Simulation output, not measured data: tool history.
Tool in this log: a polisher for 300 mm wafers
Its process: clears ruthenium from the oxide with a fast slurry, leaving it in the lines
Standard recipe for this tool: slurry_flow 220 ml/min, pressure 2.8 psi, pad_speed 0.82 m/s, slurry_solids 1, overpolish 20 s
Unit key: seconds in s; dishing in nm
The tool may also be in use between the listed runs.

run	hour	slurry_flow	pressure	pad_speed	slurry_solids	overpolish	wafers since the last listed run	wafers polished on this pad	hours since the slurry nozzle was cleaned	hours since the head pressure was calibrated	hours since the slurry blender was calibrated	incoming thickness of the incoming film, nm	seconds	dishing
1	0	220	2.8	0.82	1	20	0	651	189.7	851.2	244.3	202.7	72.5	41.5
# hour 7.3: slurry blender recalibrated
2	14.6	220	3.4	0.82	1	20	138	789	204.3	865.8	7.3	201.1	56.1	52.2
# hour 22.3: slurry nozzle cleaned
3	28.6	220	3.4	0.82	1	20	142	932	6.3	879.8	21.3	200.4	52.9	52.9
# hour 47.5: worn pad replaced by a new one
4	48	190	2.8	0.82	1	20	168	5	25.7	899.2	40.7	196.2	56.1	49.3
5	55.8	190	2.8	0.82	1	20	85	90	33.5	907	48.5	199.2	59.2	47.8
6	62.6	190	2.8	0.82	1	20	74	165	40.3	913.8	55.3	201.8	62	47.5
7	69.6	220	3.2	0.82	1.15	20	76	241	47.3	920.8	62.3	201.7	50.3	56.5
8	80	220	3.2	0.82	1.15	20	113	355	57.7	931.2	72.7	199.9	50.5	55.2
9	87.4	220	2.8	0.82	1	20	81	436	65.1	938.6	80.1	201.1	62.8	47.1
10	99.1	220	2.8	0.82	1	20	128	564	76.8	950.3	91.8	201.6	61.9	46.3
11	110.3	165	2.8	0.82	1	20	122	687	88	961.5	103	200.5	64.7	44.6
12	121.8	165	2.8	0.82	1	20	125	813	99.5	973	114.5	198.6	67.5	43.7
13	135.6	220	2.8	0.96	1	23	151	964	113.3	986.8	128.3	200.1	57.2	55.5
14	143	220	2.8	0.82	1	20	81	1045	120.7	994.2	135.7	199.8	65.5	44.5
# hour 156.9: worn pad replaced by a new one
15	157.4	220	2.8	0.82	1	20	113	5	135.1	1008.6	150.1	199.9	60.5	48.6
16	172.8	280	2.3	0.74	1	20	168	174	150.5	1024	165.5	201.2	79.7	38.9
17	186.9	220	2.2	0.82	1	20	154	328	164.6	1038.1	179.6	201.8	81.4	37.7
18	193.6	220	2.8	0.82	1	20	73	401	171.3	1044.8	186.3	196.8	64.7	44.3
# hour 203.5: head pressure recalibrated
19	205.3	220	2.8	0.82	1	20	106	508	183	1.8	198	198.1	66.6	43.3
20	221.8	220	2.8	0.82	1	26	180	688	199.5	18.3	214.5	198.4	69.8	53.1
21	230.5	220	2.8	0.82	1	27	95	784	208.2	27	223.2	201.2	70	53
# hour 251.5: slurry nozzle cleaned
# hour 254.6: worn pad replaced by a new one
22	255.1	185	2.8	0.82	1	20	224	5	3.6	51.6	247.8	198.7	64.9	45
23	270.7	150	1.9	1	1	20	170	176	19.2	67.2	263.4	202.9	86.7	35.9
# hour 273.8: slurry blender recalibrated
24	288.4	220	2.8	0.82	1	20	172	348	36.9	84.9	14.6	196.9	61.6	46.2
25	300.5	220	3.6	0.82	1	20	132	481	49	97	26.7	196.9	50	54.5
26	317.4	280	2.8	0.82	1	20	185	666	65.9	113.9	43.6	198.9	62.4	46.2
27	331	220	2.8	0.82	1	20	149	815	79.5	127.5	57.2	201.7	65.4	46.3
28	342	220	3.4	0.82	1	20	120	936	90.5	138.5	68.2	199.2	55.9	50.8
# hour 360.8: worn pad replaced by a new one
29	379.3	260	1.9	0.54	0.9	20	364	202	127.8	175.8	105.5	198.4	127.4	25.8

What if the next run were any one of these 3? Each begins from the tool's condition after run 29:
A	379.8	220	2.8	0.74	1	20	5	207	128.3	176.3	106	198.9	?	?
B	379.8	265	2.8	0.62	0.75	20	5	207	128.3	176.3	106	198.9	?	?
C	379.8	195	2.8	1.02	1	20	5	207	128.3	176.3	106	198.9	?	?

run	seconds	dishing
A	65.6	44.2
B	92.7	33
C	50.1	54.7
With no hidden state in the tool, these same runs would have given:
run	seconds	dishing
A	59.9	47.5
B	84	35.9
C	45.7	58.6
